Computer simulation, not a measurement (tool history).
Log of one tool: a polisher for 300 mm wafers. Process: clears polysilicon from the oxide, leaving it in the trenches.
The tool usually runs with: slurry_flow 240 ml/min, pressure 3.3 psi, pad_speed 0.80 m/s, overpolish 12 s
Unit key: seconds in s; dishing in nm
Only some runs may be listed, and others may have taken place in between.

run	day	slurry_flow	pressure	pad_speed	overpolish	wafers since the last listed run	wafers polished on this pad	hours since the slurry nozzle was cleaned	hours since the head pressure was calibrated	incoming thickness of the incoming film, nm	seconds	dishing
1	0.000	240	3.3	0.80	12	0	526	62.3	522.7	798.1	70.4	43.5
2	2.333	190	3.3	0.80	12	513	1040	118.3	578.7	801.8	77.0	44.2
# day 5.554: worn pad replaced by a new one
3	6.121	190	3.3	0.80	12	797	124	209.2	669.6	792.8	73.8	42.8
4	10.096	190	3.3	0.80	12	875	999	304.6	765.0	794.5	77.8	44.4
5	12.250	240	3.3	0.66	12	474	1473	356.3	816.7	783.2	95.5	41.5
# day 15.138: worn pad replaced by a new one
6	15.775	240	3.3	0.66	12	739	140	440.9	901.3	785.2	89.2	42.0
# day 17.138: slurry nozzle cleaned
7	17.633	240	4.1	0.66	12	399	540	11.9	945.9	790.8	70.0	44.5
8	20.442	175	3.3	0.80	12	618	1158	79.3	1013.3	792.3	77.6	43.6
9	24.192	240	3.3	0.80	12	825	1984	169.3	1103.3	793.0	79.7	43.8
# day 24.825: worn pad replaced by a new one
10	27.554	240	3.3	0.80	12	703	601	250.0	1184.0	787.6	72.0	43.0
# day 28.233: head pressure recalibrated
11	30.167	160	2.3	0.72	8	556	1158	312.7	46.4	799.0	133.9	31.0
# day 32.912: worn pad replaced by a new one
12	32.933	240	4.3	0.80	17	572	4	379.1	112.8	792.1	57.1	46.2
# day 34.442: slurry nozzle cleaned
13	35.792	240	3.3	0.80	12	620	624	32.4	181.4	790.8	71.5	43.9
14	39.662	160	4.3	0.80	12	852	1476	125.3	274.3	783.7	60.2	45.1
# day 41.629: worn pad replaced by a new one
15	42.321	240	3.3	0.54	16	548	152	189.1	338.1	798.2	101.0	44.5
16	44.254	315	3.8	0.72	7	425	578	235.5	384.5	792.4	65.6	39.3

Branching from run 16: 4 alternative next runs. What would each branch give?
A	44.271	240	3.3	0.80	12	3	581	235.9	384.9	785.9	?	?
B	44.271	240	3.3	1.04	12	3	581	235.9	384.9	785.9	?	?
C	44.271	160	3.3	0.90	12	3	581	235.9	384.9	785.9	?	?
D	44.271	285	4.4	1.04	6	3	581	235.9	384.9	785.9	?	?

run	seconds	dishing
A	70.5	44.3
B	55.8	45.6
C	68.2	44.5
D	40.9	43.0
Without the tool's unlogged condition, the same runs would have read:
run	seconds	dishing
A	67.6	44.6
B	53.5	45.8
C	64.7	44.8
D	39.3	43.4
